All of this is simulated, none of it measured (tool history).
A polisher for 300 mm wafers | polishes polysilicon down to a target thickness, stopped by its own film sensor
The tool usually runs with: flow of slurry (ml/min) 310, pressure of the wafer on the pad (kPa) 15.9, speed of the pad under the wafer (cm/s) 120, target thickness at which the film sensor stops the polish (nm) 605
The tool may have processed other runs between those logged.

run,day,flow of slurry (ml/min),pressure of the wafer on the pad (kPa),speed of the pad under the wafer (cm/s),target thickness at which the film sensor stops the polish (nm),wafers since the last listed run,wafers polished on this pad,hours since the slurry nozzle was cleaned,hours since the head pressure was calibrated,"incoming thickness of the incoming film, nm",time until the film sensor stopped the polish (s)
1,0.000,310,13.8,120,605,0,1876,473.4,663.6,1255.2,90.8
# day 0.908: worn pad replaced by a new one
2,2.188,310,13.8,120,605,561,356,525.9,716.1,1264.9,93.0
3,4.054,310,13.8,120,605,519,875,570.7,760.9,1285.8,103.6
# day 7.633: worn pad replaced by a new one
4,11.329,255,15.9,120,605,1976,1027,745.3,935.5,1255.0,89.2
# day 11.742: slurry nozzle cleaned
# day 14.071: head pressure recalibrated
5,14.200,255,15.9,120,605,763,1790,59.0,3.1,1276.6,82.0
# day 15.146: worn pad replaced by a new one
6,15.362,255,15.9,120,605,276,60,86.9,31.0,1272.2,80.6
7,18.183,310,15.9,120,605,784,844,154.6,98.7,1243.2,78.0
8,21.025,310,15.9,120,605,790,1634,222.8,166.9,1247.1,75.4
# day 22.979: worn pad replaced by a new one, of another model than before
9,23.000,310,15.9,120,605,502,6,270.2,214.3,1261.6,79.6
10,24.308,360,17.2,94,790,363,370,301.6,245.7,1275.7,66.5
11,28.788,310,15.9,138,450,1245,1615,409.1,353.2,1261.6,90.7
# day 31.100: worn pad replaced by a new one
12,31.400,310,11.0,148,605,680,83,471.8,415.9,1259.0,82.6
13,33.375,310,14.5,142,605,549,632,519.2,463.3,1272.8,76.4
14,35.425,310,15.9,120,605,569,1202,568.4,512.5,1268.5,81.3
15,37.350,310,15.9,158,605,535,1737,614.6,558.7,1277.7,68.4

Alternative continuations, all from the tool just after run 15; predict every row:
A,37.367,310,13.1,120,605,4,1742,615.0,559.1,1278.0,?
B,37.367,350,15.9,120,605,4,1742,615.0,559.1,1278.0,?
C,37.367,310,15.9,120,388,4,1742,615.0,559.1,1278.0,?
D,37.367,310,13.8,104,605,4,1742,615.0,559.1,1278.0,?
E,37.367,350,11.0,150,489,4,1742,615.0,559.1,1278.0,?

run,time until the film sensor stopped the polish (s)
A,90.5
B,81.8
C,109.8
D,98.0
E,94.9
What these runs would have given with no unlogged condition in the tool:
run,time until the film sensor stopped the polish (s)
A,88.2
B,79.8
C,107.0
D,95.6
E,92.5

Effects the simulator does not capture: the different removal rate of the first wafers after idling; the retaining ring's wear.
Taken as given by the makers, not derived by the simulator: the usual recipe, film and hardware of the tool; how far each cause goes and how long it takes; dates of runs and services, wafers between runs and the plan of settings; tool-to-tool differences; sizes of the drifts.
